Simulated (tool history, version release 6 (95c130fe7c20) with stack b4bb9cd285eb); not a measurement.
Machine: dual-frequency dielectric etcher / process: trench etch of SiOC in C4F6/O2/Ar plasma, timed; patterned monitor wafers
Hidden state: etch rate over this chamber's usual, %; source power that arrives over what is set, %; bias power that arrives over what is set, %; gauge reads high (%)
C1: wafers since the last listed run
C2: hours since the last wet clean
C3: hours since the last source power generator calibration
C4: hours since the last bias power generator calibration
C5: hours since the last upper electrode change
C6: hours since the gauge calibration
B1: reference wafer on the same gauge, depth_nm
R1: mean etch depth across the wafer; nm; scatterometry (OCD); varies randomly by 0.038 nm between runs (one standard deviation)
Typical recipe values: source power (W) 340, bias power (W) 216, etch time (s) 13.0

Run 1, hour 0.0: usual settings but bias power (W) 197; C1 0; C2 143.0; C3 2338.4; C4 2484.6; C5 2199.6; C6 97.6; B1 23.20. Result: R1 23.89 nm.
Run 2, hour 8.5: usual settings but etch time (s) 16.0; C1 78; C2 151.5; C3 2346.9; C4 2493.1; C5 2208.1; C6 106.1; B1 23.21. Result: R1 30.80 nm.
Run 3, hour 18.3: usual settings but etch time (s) 16.0; C1 89; C2 161.3; C3 2356.7; C4 2502.9; C5 2217.9; C6 115.9; B1 23.20. Result: R1 30.78 nm.
Run 4, hour 32.6: usual settings; C1 131; C2 175.6; C3 2371.0; C4 2517.2; C5 2232.2; C6 130.2; B1 23.20. Result: R1 24.99 nm.
Run 5, hour 40.6: usual settings; C1 73; C2 183.6; C3 2379.0; C4 2525.2; C5 2240.2; C6 138.2; B1 23.20. Result: R1 24.97 nm.
Run 6, hour 65.4: usual settings but bias power (W) 190; C1 227; C2 208.4; C3 2403.8; C4 2550.0; C5 2265.0; C6 163.0; B1 23.19. Result: R1 23.38 nm.
Run 7, hour 71.8: usual settings but bias power (W) 190; C1 58; C2 214.8; C3 2410.2; C4 2556.4; C5 2271.4; C6 169.4; B1 23.21. Result: R1 23.36 nm.
Run 8, hour 89.7: usual settings; C1 164; C2 232.7; C3 2428.1; C4 2574.3; C5 2289.3; C6 187.3; B1 23.20. Result: R1 24.89 nm.
Run 9, hour 97.6: usual settings; C1 72; C2 240.6; C3 2436.0; C4 2582.2; C5 2297.2; C6 195.2; B1 23.21. Result: R1 24.88 nm.
Run 10, hour 114.8: usual settings; C1 157; C2 257.8; C3 2453.2; C4 2599.4; C5 2314.4; C6 212.4; B1 23.19. Result: R1 24.83 nm.
At hour 122.4: bias power generator calibrated.
At hour 130.3: source power generator calibrated.
Run 11, hour 130.8: usual settings; C1 73; C2 273.8; C3 0.5; C4 8.4; C5 2330.4; C6 228.4; B1 23.21. Result: R1 24.87 nm.
Run 12, hour 138.8: usual settings; C1 73; C2 281.8; C3 8.5; C4 16.4; C5 2338.4; C6 236.4; B1 23.20. Result: R1 24.82 nm.
At hour 143.8: gauge calibrated.
Run 13, hour 151.6: usual settings; C1 117; C2 294.6; C3 21.3; C4 29.2; C5 2351.2; C6 7.8; B1 23.20. Result: R1 24.76 nm.
Run 14, hour 165.9: usual settings; C1 131; C2 308.9; C3 35.6; C4 43.5; C5 2365.5; C6 22.1; B1 23.20. Result: R1 24.86 nm.
At hour 195.6: wet clean of the chamber.
At hour 213.0: upper electrode replaced.
Run 15, hour 213.5: usual settings but etch time (s) 9.5; C1 56; C2 17.9; C3 83.2; C4 91.1; C5 0.5; C6 69.7; B1 23.19. Result: R1 18.35 nm.
Run 16, hour 213.8: usual settings but bias power (W) 180; C1 2; C2 18.2; C3 83.5; C4 91.4; C5 0.8; C6 70.0; B1 23.20. Result: R1 22.92 nm.
Run 17, hour 214.1: usual settings; C1 2; C2 18.5; C3 83.8; C4 91.7; C5 1.1; C6 70.3; B1 23.21. Result: R1 25.20 nm.
Run 18, hour 214.4: usual settings but source power (W) 280, etch time (s) 11.0; C1 2; C2 18.8; C3 84.1; C4 92.0; C5 1.4; C6 70.6; B1 23.20. Result: R1 19.63 nm.
Run 19, hour 232.1: usual settings; C1 162; C2 36.5; C3 101.8; C4 109.7; C5 19.1; C6 88.3; B1 23.20. Result: R1 25.13 nm.
Run 20, hour 241.7: usual settings but bias power (W) 171; C1 88; C2 46.1; C3 111.4; C4 119.3; C5 28.7; C6 97.9; B1 23.20. Result: R1 22.32 nm.
Run 21, hour 250.0: usual settings; C1 76; C2 54.4; C3 119.7; C4 127.6; C5 37.0; C6 106.2; B1 23.20. Result: R1 25.08 nm.
Run 22, hour 264.3: usual settings; C1 131; C2 68.7; C3 134.0; C4 141.9; C5 51.3; C6 120.5; B1 23.19. Result: R1 25.03 nm.
Run 23, hour 276.2: usual settings but source power (W) 370; C1 109; C2 80.6; C3 145.9; C4 153.8; C5 63.2; C6 132.4; B1 23.18. Result: R1 26.03 nm.
Run 24, hour 292.4: usual settings but source power (W) 270, bias power (W) 235, etch time (s) 17.0; C1 148; C2 96.8; C3 162.1; C4 170.0; C5 79.4; C6 148.6; B1 23.19. Result: R1 30.93 nm.
Run 25, hour 303.8: usual settings but source power (W) 410, bias power (W) 251; C1 104; C2 108.2; C3 173.5; C4 181.4; C5 90.8; C6 160.0; B1 23.20. Result: R1 29.10 nm.
Run 26, hour 319.0: usual settings but source power (W) 260, bias power (W) 262, etch time (s) 11.5; C1 139; C2 123.4; C3 188.7; C4 196.6; C5 106.0; C6 175.2; B1 23.22. Result: R1 21.70 nm.
Run 27, hour 334.4: usual settings but bias power (W) 232, etch time (s) 11.5; C1 141; C2 138.8; C3 204.1; C4 212.0; C5 121.4; C6 190.6; B1 23.21. Result: R1 22.94 nm.
Run 28, hour 350.9: usual settings but source power (W) 400, bias power (W) 255, etch time (s) 15.0; C1 151; C2 155.3; C3 220.6; C4 228.5; C5 137.9; C6 207.1; B1 23.21. Result: R1 33.39 nm.

What was the tool's hidden state at every run in the log?
source power that arrives over what is set, %: 0 at every run
bias power that arrives over what is set, %: 0 at every run
gauge reads high (%): 0 at every run
H1: etch rate over this chamber's usual, %
run       H1
  1   -0.684
  2   -0.726
  3   -0.774
  4   -0.844
  5   -0.883
  6       -1
  7    -1.04
  8    -1.12
  9    -1.16
 10    -1.25
 11    -1.32
 12    -1.36
 13    -1.43
 14     -1.5
 15  -0.0653
 16  -0.0667
 17  -0.0682
 18  -0.0697
 19   -0.156
 20   -0.203
 21   -0.244
 22   -0.314
 23   -0.372
 24   -0.452
 25   -0.507
 26   -0.582
 27   -0.657
 28   -0.738

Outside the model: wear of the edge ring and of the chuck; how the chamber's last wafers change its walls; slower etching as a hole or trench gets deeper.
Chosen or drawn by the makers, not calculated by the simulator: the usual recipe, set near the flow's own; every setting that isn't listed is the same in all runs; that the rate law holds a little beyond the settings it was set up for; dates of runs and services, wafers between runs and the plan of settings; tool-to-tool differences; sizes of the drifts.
